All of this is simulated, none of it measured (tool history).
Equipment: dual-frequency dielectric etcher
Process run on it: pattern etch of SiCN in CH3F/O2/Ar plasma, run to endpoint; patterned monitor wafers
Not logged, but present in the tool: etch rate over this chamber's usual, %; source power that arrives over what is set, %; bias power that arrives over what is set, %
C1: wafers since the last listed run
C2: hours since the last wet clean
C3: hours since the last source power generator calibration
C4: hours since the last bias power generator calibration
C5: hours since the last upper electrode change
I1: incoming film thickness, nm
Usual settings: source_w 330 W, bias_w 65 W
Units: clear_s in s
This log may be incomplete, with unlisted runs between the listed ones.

Run 1, hour 0.0: usual settings but bias_w 68 W; C1 0; C2 355.8; C3 2143.7; C4 1419.9; C5 2479.5; I1 8.01. Result: clear_s 22.5 s.
At hour 67.1: wet clean of the chamber.
Run 2, hour 67.6: usual settings but source_w 300 W; C1 669; C2 0.5; C3 2211.3; C4 1487.5; C5 2547.1; I1 7.95. Result: clear_s 23.3 s.
Run 3, hour 118.4: usual settings; C1 780; C2 51.3; C3 2262.1; C4 1538.3; C5 2597.9; I1 8.00. Result: clear_s 22.0 s.
Run 4, hour 146.8: usual settings but bias_w 72 W; C1 436; C2 79.7; C3 2290.5; C4 1566.7; C5 2626.3; I1 8.07. Result: clear_s 21.9 s.
Run 5, hour 187.2: usual settings but bias_w 72 W; C1 620; C2 120.1; C3 2330.9; C4 1607.1; C5 2666.7; I1 8.03. Result: clear_s 21.5 s.
Run 6, hour 258.7: usual settings; C1 1098; C2 191.6; C3 2402.4; C4 1678.6; C5 2738.2; I1 7.95. Result: clear_s 21.5 s.
Run 7, hour 323.1: usual settings; C1 989; C2 256.0; C3 2466.8; C4 1743.0; C5 2802.6; I1 8.02. Result: clear_s 21.4 s.
At hour 487.2: wet clean of the chamber, repeated, since the last time left the tool worse.
Run 8, hour 495.2: usual settings; C1 2275; C2 8.0; C3 2638.9; C4 1915.1; C5 2974.7; I1 8.00. Result: clear_s 23.1 s.
At hour 564.1: bias power generator calibrated.
Run 9, hour 657.1: usual settings; C1 2425; C2 169.9; C3 2800.8; C4 93.0; C5 3136.6; I1 8.03. Result: clear_s 23.0 s.
Run 10, hour 716.6: usual settings; C1 914; C2 229.4; C3 2860.3; C4 152.5; C5 3196.1; I1 7.97. Result: clear_s 22.7 s.
Run 11, hour 748.0: usual settings but source_w 380 W; C1 482; C2 260.8; C3 2891.7; C4 183.9; C5 3227.5; I1 8.04. Result: clear_s 21.5 s.
Run 12, hour 824.2: usual settings but source_w 380 W; C1 1170; C2 337.0; C3 2967.9; C4 260.1; C5 3303.7; I1 7.99. Result: clear_s 21.1 s.
Run 13, hour 850.5: usual settings but source_w 380 W; C1 404; C2 363.3; C3 2994.2; C4 286.4; C5 3330.0; I1 7.94. Result: clear_s 21.1 s.
Run 14, hour 921.6: usual settings but source_w 350 W; C1 1092; C2 434.4; C3 3065.3; C4 357.5; C5 3401.1; I1 8.03. Result: clear_s 22.3 s.
Run 15, hour 990.0: usual settings but source_w 300 W, bias_w 72 W; C1 1050; C2 502.8; C3 3133.7; C4 425.9; C5 3469.5; I1 8.05. Result: clear_s 23.5 s.
At hour 1023.4: wet clean of the chamber.
At hour 1062.7: source power generator calibrated.
Run 16, hour 1063.2: usual settings but source_w 250 W, bias_w 71 W; C1 694; C2 39.8; C3 0.5; C4 499.1; C5 3542.7; I1 8.00. Result: clear_s 25.6 s.
Run 17, hour 1093.7: usual settings but source_w 280 W, bias_w 75 W; C1 468; C2 70.3; C3 31.0; C4 529.6; C5 3573.2; I1 7.97. Result: clear_s 24.1 s.
Run 18, hour 1138.2: usual settings but source_w 260 W, bias_w 60 W; C1 683; C2 114.8; C3 75.5; C4 574.1; C5 3617.7; I1 8.04. Result: clear_s 26.7 s.
Run 19, hour 1180.5: usual settings but bias_w 61 W; C1 649; C2 157.1; C3 117.8; C4 616.4; C5 3660.0; I1 8.07. Result: clear_s 23.4 s.
Run 20, hour 1206.3: usual settings but source_w 260 W, bias_w 75 W; C1 396; C2 182.9; C3 143.6; C4 642.2; C5 3685.8; I1 7.98. Result: clear_s 24.7 s.
Run 21, hour 1275.3: usual settings but source_w 310 W, bias_w 76 W; C1 1059; C2 251.9; C3 212.6; C4 711.2; C5 3754.8; I1 8.06. Result: clear_s 22.4 s.
Run 22, hour 1338.5: usual settings but source_w 360 W, bias_w 51 W; C1 970; C2 315.1; C3 275.8; C4 774.4; C5 3818.0; I1 7.90. Result: clear_s 22.8 s.
Run 23, hour 1380.3: usual settings; C1 642; C2 356.9; C3 317.6; C4 816.2; C5 3859.8; I1 8.02. Result: clear_s 22.9 s.
Run 24, hour 1448.3: usual settings but source_w 260 W, bias_w 70 W; C1 1044; C2 424.9; C3 385.6; C4 884.2; C5 3927.8; I1 8.01. Result: clear_s 24.8 s.
Run 25, hour 1483.9: usual settings but source_w 350 W, bias_w 81 W; C1 546; C2 460.5; C3 421.2; C4 919.8; C5 3963.4; I1 8.04. Result: clear_s 21.0 s.
At hour 1513.3: wet clean of the chamber.
Run 26, hour 1550.4: usual settings but source_w 360 W; C1 652; C2 37.1; C3 487.7; C4 986.3; C5 4029.9; I1 7.97. Result: clear_s 22.4 s.
At hour 1590.0: upper electrode replaced.
Run 27, hour 1608.3: usual settings; C1 520; C2 95.0; C3 545.6; C4 1044.2; C5 18.3; I1 7.96. Result: clear_s 22.9 s.
Run 28, hour 1672.5: usual settings but source_w 350 W, bias_w 81 W; C1 986; C2 159.2; C3 609.8; C4 1108.4; C5 82.5; I1 7.97. Result: clear_s 20.8 s.
Run 29, hour 1736.7: usual settings but source_w 260 W; C1 986; C2 223.4; C3 674.0; C4 1172.6; C5 146.7; I1 8.12. Result: clear_s 26.3 s.
Run 30, hour 1786.6: usual settings but source_w 300 W, bias_w 80 W; C1 766; C2 273.3; C3 723.9; C4 1222.5; C5 196.6; I1 8.03. Result: clear_s 22.5 s.
Run 31, hour 1851.8: usual settings; C1 1001; C2 338.5; C3 789.1; C4 1287.7; C5 261.8; I1 8.00. Result: clear_s 22.8 s.
Run 32, hour 1897.7: usual settings but source_w 350 W, bias_w 81 W; C1 705; C2 384.4; C3 835.0; C4 1333.6; C5 307.7; I1 8.01. Result: clear_s 20.6 s.
Run 33, hour 1949.4: usual settings; C1 794; C2 436.1; C3 886.7; C4 1385.3; C5 359.4; I1 8.02. Result: clear_s 22.6 s.
At hour 1993.6: wet clean of the chamber.
Run 34, hour 2097.8: usual settings but bias_w 76 W; C1 1911; C2 104.2; C3 1035.1; C4 1533.7; C5 507.8; I1 7.99. Result: clear_s 22.1 s.

What if the next run were any one of these 5? Each begins from the tool's condition after run 34:
Run A, hour 2098.2: usual settings but bias_w 75 W; C1 6; C2 104.6; C3 1035.5; C4 1534.1; C5 508.2; I1 7.97. Result: clear_s ?.
Run B, hour 2098.2: usual settings but source_w 300 W, bias_w 74 W; C1 6; C2 104.6; C3 1035.5; C4 1534.1; C5 508.2; I1 7.97. Result: clear_s ?.
Run C, hour 2098.2: usual settings but source_w 370 W, bias_w 53 W; C1 6; C2 104.6; C3 1035.5; C4 1534.1; C5 508.2; I1 7.97. Result: clear_s ?.
Run D, hour 2098.2: usual settings but source_w 310 W; C1 6; C2 104.6; C3 1035.5; C4 1534.1; C5 508.2; I1 7.97. Result: clear_s ?.
Run E, hour 2098.2: usual settings but source_w 370 W, bias_w 81 W; C1 6; C2 104.6; C3 1035.5; C4 1534.1; C5 508.2; I1 7.97. Result: clear_s ?.

run  clear_s
  A     22.1
  B     23.3
  C     22.7
  D     23.7
  E     20.4
Stripped of hidden state, with their random variation kept, the same runs would have yielded:
run  clear_s
  A     22.1
  B     23.3
  C     22.8
  D     23.7
  E     20.5

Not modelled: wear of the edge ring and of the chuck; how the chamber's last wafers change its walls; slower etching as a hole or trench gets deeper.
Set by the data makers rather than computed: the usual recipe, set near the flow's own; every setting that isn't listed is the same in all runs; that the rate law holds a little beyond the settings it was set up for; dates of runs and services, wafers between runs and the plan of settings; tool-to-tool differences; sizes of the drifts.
